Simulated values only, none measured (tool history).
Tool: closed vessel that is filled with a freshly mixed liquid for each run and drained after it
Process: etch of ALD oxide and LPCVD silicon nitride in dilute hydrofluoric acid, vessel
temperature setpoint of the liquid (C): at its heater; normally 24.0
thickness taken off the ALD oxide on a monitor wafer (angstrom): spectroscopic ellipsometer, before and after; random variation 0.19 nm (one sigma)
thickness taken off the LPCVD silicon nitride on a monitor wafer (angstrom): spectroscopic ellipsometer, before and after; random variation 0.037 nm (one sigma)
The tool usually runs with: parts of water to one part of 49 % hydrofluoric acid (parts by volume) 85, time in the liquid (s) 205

run,hour,temperature setpoint of the liquid (C),parts of water to one part of 49 % hydrofluoric acid (parts by volume),time in the liquid (s),"read-back film thickness of the ALD oxide reference wafer, read on the same gauge (nm)","read-back film thickness of the LPCVD silicon nitride reference wafer, read on the same gauge (nm)",thickness taken off the ALD oxide on a monitor wafer (angstrom),thickness taken off the LPCVD silicon nitride on a monitor wafer (angstrom)
1,0.0,24.0,85,205,139.99,30.011,499.7,12.87
2,9.7,26.0,85,205,140.03,30.000,536.5,15.24
# hour 13.3: hydrofluoric acid flow meter replaced
3,20.1,26.0,85,205,139.97,29.999,478.4,13.58
4,29.7,24.0,85,205,139.99,30.003,441.0,11.75
5,36.4,24.0,85,205,139.98,30.022,448.5,11.89
6,42.7,24.0,85,205,140.02,30.002,445.3,12.04
7,56.9,24.0,85,160,139.97,29.989,350.3,9.34
8,70.4,24.0,85,205,140.00,29.987,445.4,12.88
9,78.0,24.0,115,205,140.01,30.010,317.4,9.26
10,87.4,24.0,120,205,140.00,29.999,303.0,8.05
11,94.1,27.0,115,250,139.96,29.981,437.4,13.12
12,111.8,26.0,115,95,140.00,29.988,160.1,4.61
13,120.2,24.0,85,205,140.01,29.987,451.0,12.38
14,130.7,24.0,85,205,140.01,29.996,450.2,12.22
# hour 136.6: gauge calibrated
15,145.1,24.0,65,205,139.97,29.986,606.4,16.34
16,171.5,24.0,85,205,139.99,30.004,451.7,11.46
17,181.2,24.0,85,290,139.98,29.997,641.1,17.67
# hour 188.6: thermometer replaced
18,193.3,24.0,110,135,140.00,29.999,199.8,5.08
19,209.9,28.0,85,290,140.01,29.998,672.1,19.62
20,226.4,24.0,85,205,140.01,30.006,406.3,10.59
21,243.2,24.0,85,95,140.00,30.010,190.2,4.66
22,257.7,24.0,85,205,139.98,30.024,409.4,10.08
23,288.6,25.5,110,135,140.01,29.986,217.6,5.28
24,298.9,24.0,85,115,139.98,29.987,232.1,5.75
25,306.9,28.5,120,285,140.02,29.994,458.0,13.44
26,319.1,24.0,85,205,140.01,29.978,416.4,10.20
27,337.0,24.0,85,205,140.01,30.013,414.9,10.17

Each row is a separate what-if for the run after 27, all from the same tool condition, not one after another. Results?
A,337.7,24.0,70,205,?,?,?,?
B,337.7,24.0,50,155,?,?,?,?
C,337.7,19.5,85,100,?,?,?,?

run,"read-back film thickness of the ALD oxide reference wafer, read on the same gauge (nm)","read-back film thickness of the LPCVD silicon nitride reference wafer, read on the same gauge (nm)",thickness taken off the ALD oxide on a monitor wafer (angstrom),thickness taken off the LPCVD silicon nitride on a monitor wafer (angstrom)
A,139.96,30.000,512.9,12.75
B,139.96,30.000,557.0,13.41
C,139.96,30.000,168.3,3.79
With the hidden condition removed and each run's random variation left untouched, the same runs would have given:
run,thickness taken off the ALD oxide on a monitor wafer (angstrom),thickness taken off the LPCVD silicon nitride on a monitor wafer (angstrom)
A,491.4,12.17
B,533.9,12.80
C,161.1,3.62

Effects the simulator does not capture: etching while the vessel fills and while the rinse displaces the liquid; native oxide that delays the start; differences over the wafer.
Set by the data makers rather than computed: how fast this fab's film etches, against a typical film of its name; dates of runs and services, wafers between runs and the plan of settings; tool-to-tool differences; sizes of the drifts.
